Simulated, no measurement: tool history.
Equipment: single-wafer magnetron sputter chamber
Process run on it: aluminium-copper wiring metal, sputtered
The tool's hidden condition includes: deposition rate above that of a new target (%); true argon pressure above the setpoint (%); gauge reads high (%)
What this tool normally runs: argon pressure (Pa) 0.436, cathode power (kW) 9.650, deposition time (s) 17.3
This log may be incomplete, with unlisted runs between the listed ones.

| run | day | argon pressure (Pa) | cathode power (kW) | deposition time (s) | wafers since the last listed run | wafers on the sputter target | hours since the last manometer calibration | hours since the magnet pack was replaced | hours since the gauge calibration | read-back reference wafer on the same gauge, thickness_nm | mean film thickness on the monitor wafer (Å) |
|---|---|---|---|---|---|---|---|---|---|---|---|
| 1 | 0.000 | 0.312 | 9.650 | 17.3 | 0 | 889 | 1231.7 | 9199.7 | 347.9 | 271.957 | 3179.03 |
| 2 | 0.379 | 0.436 | 9.650 | 17.3 | 362 | 1252 | 1240.8 | 9208.8 | 357.0 | 272.121 | 2862.88 |
| 3 | 1.108 | 0.436 | 9.650 | 17.3 | 697 | 1950 | 1258.3 | 9226.3 | 374.5 | 272.487 | 2836.48 |
| 4 | 1.575 | 0.436 | 8.700 | 17.3 | 446 | 2397 | 1269.5 | 9237.5 | 385.7 | 271.979 | 2580.43 |
| 5 | 2.550 | 0.436 | 8.750 | 16.0 | 933 | 3330 | 1292.9 | 9260.9 | 409.1 | 272.125 | 2372.90 |
| 6 | 2.942 | 0.436 | 8.750 | 16.0 | 374 | 3704 | 1302.3 | 9270.3 | 418.5 | 272.257 | 2382.85 |
| 7 | 3.262 | 0.436 | 8.750 | 16.0 | 307 | 4011 | 1310.0 | 9278.0 | 426.2 | 271.909 | 2387.62 |
|  | 3.383 | gauge calibrated |
|  | 4.004 | sputter target and shields replaced |
| 8 | 4.025 | 0.436 | 9.650 | 17.3 | 410 | 20 | 1328.3 | 9296.3 | 15.4 | 271.860 | 2731.40 |
| 9 | 4.308 | 0.517 | 9.650 | 16.4 | 271 | 291 | 1335.1 | 9303.1 | 22.2 | 271.673 | 2427.84 |
| 10 | 4.633 | 0.517 | 9.650 | 16.4 | 311 | 602 | 1342.9 | 9310.9 | 30.0 | 271.970 | 2395.50 |
| 11 | 5.129 | 0.563 | 10.400 | 17.3 | 474 | 1077 | 1354.8 | 9322.8 | 41.9 | 271.883 | 2609.09 |
| 12 | 5.638 | 0.436 | 11.050 | 17.3 | 486 | 1563 | 1367.0 | 9335.0 | 54.1 | 272.071 | 3038.64 |
| 13 | 7.525 | 0.436 | 9.650 | 17.3 | 1806 | 3369 | 1412.3 | 9380.3 | 99.4 | 272.170 | 2651.96 |
|  | 8.117 | sputter target and shields replaced, repeated, since the last time left the tool worse |
| 14 | 8.204 | 0.436 | 11.950 | 19.3 | 330 | 83 | 1428.6 | 9396.6 | 115.7 | 271.606 | 3985.52 |
| 15 | 8.929 | 0.536 | 8.900 | 18.7 | 693 | 777 | 1446.0 | 9414.0 | 133.1 | 271.905 | 2654.53 |
| 16 | 9.542 | 0.436 | 9.650 | 17.3 | 586 | 1363 | 1460.7 | 9428.7 | 147.8 | 272.359 | 2866.94 |
| 17 | 10.058 | 0.592 | 11.950 | 14.5 | 494 | 1857 | 1473.1 | 9441.1 | 160.2 | 271.937 | 2549.86 |
| 18 | 10.625 | 0.436 | 9.650 | 17.3 | 542 | 2399 | 1486.7 | 9454.7 | 173.8 | 271.726 | 2833.85 |
| 19 | 11.367 | 0.344 | 9.000 | 19.5 | 709 | 3109 | 1504.5 | 9472.5 | 191.6 | 271.814 | 3246.42 |
|  | 11.758 | capacitance manometer re-zeroed and calibrated |
| 20 | 11.854 | 0.571 | 11.000 | 14.1 | 147 | 3257 | 2.3 | 9484.2 | 203.3 | 271.925 | 2304.68 |
| 21 | 12.467 | 0.371 | 8.400 | 17.3 | 586 | 3843 | 17.0 | 9498.9 | 218.0 | 272.003 | 2630.73 |
|  | 13.108 | sputter target and shields replaced |
| 22 | 13.129 | 0.591 | 10.850 | 16.3 | 314 | 21 | 32.9 | 9514.8 | 233.9 | 272.140 | 2702.60 |
| 23 | 13.262 | 0.263 | 8.050 | 18.3 | 127 | 149 | 36.1 | 9518.0 | 237.1 | 272.106 | 3056.03 |
| 24 | 13.888 | 0.517 | 9.650 | 16.4 | 598 | 747 | 51.1 | 9533.0 | 252.1 | 272.026 | 2556.71 |
|  | 14.438 | magnet pack replaced |
| 25 | 14.458 | 0.340 | 9.650 | 18.7 | 227 | 974 | 64.8 | 0.5 | 265.8 | 272.367 | 3375.69 |
| 26 | 14.946 | 0.436 | 9.650 | 17.3 | 466 | 1441 | 76.5 | 12.2 | 277.5 | 271.842 | 2857.79 |
| 27 | 15.262 | 0.318 | 12.000 | 14.3 | 303 | 1744 | 84.1 | 19.8 | 285.1 | 271.679 | 3205.93 |
| 28 | 15.708 | 0.436 | 10.900 | 19.9 | 426 | 2170 | 94.8 | 30.5 | 295.8 | 271.858 | 3659.36 |
| 29 | 16.362 | 0.503 | 11.050 | 19.2 | 625 | 2796 | 110.5 | 46.2 | 311.5 | 271.748 | 3350.10 |
| 30 | 17.029 | 0.436 | 9.650 | 19.5 | 637 | 3434 | 126.5 | 62.2 | 327.5 | 272.061 | 3185.50 |
| 31 | 17.400 | 0.436 | 9.650 | 17.3 | 354 | 3789 | 135.4 | 71.1 | 336.4 | 271.685 | 2810.14 |
|  | 18.008 | sputter target and shields replaced |
| 32 | 18.054 | 0.302 | 9.650 | 14.0 | 307 | 42 | 151.1 | 86.8 | 352.1 | 272.269 | 2651.19 |
| 33 | 18.692 | 0.298 | 9.650 | 17.3 | 610 | 652 | 166.4 | 102.1 | 367.4 | 271.863 | 3233.55 |
| 34 | 19.412 | 0.436 | 9.650 | 19.3 | 689 | 1342 | 183.7 | 119.4 | 384.7 | 272.061 | 3169.21 |

What the log doesn't show, run by run:
true argon pressure above the setpoint (%): 0 at every run
gauge reads high (%): 0 at every run
H1: deposition rate above that of a new target (%)
| run | H1 |
|---|---|
| 1 | -2.04 |
| 2 | -2.49 |
| 3 | -3.14 |
| 4 | -3.44 |
| 5 | -3.87 |
| 6 | -3.98 |
| 7 | -4.06 |
| 8 | -6.22 |
| 9 | -6.79 |
| 10 | -7.35 |
| 11 | -8.03 |
| 12 | -8.56 |
| 13 | -9.62 |
| 14 | -0.616 |
| 15 | -1.88 |
| 16 | -2.62 |
| 17 | -3.07 |
| 18 | -3.45 |
| 19 | -3.79 |
| 20 | -3.95 |
| 21 | -4.1 |
| 22 | -0.133 |
| 23 | -0.414 |
| 24 | -1.49 |
| 25 | -2.2 |
| 26 | -2.65 |
| 27 | -2.88 |
| 28 | -3.15 |
| 29 | -3.45 |
| 30 | -3.65 |
| 31 | -3.74 |
| 32 | -0.813 |
| 33 | -1.98 |
| 34 | -2.88 |
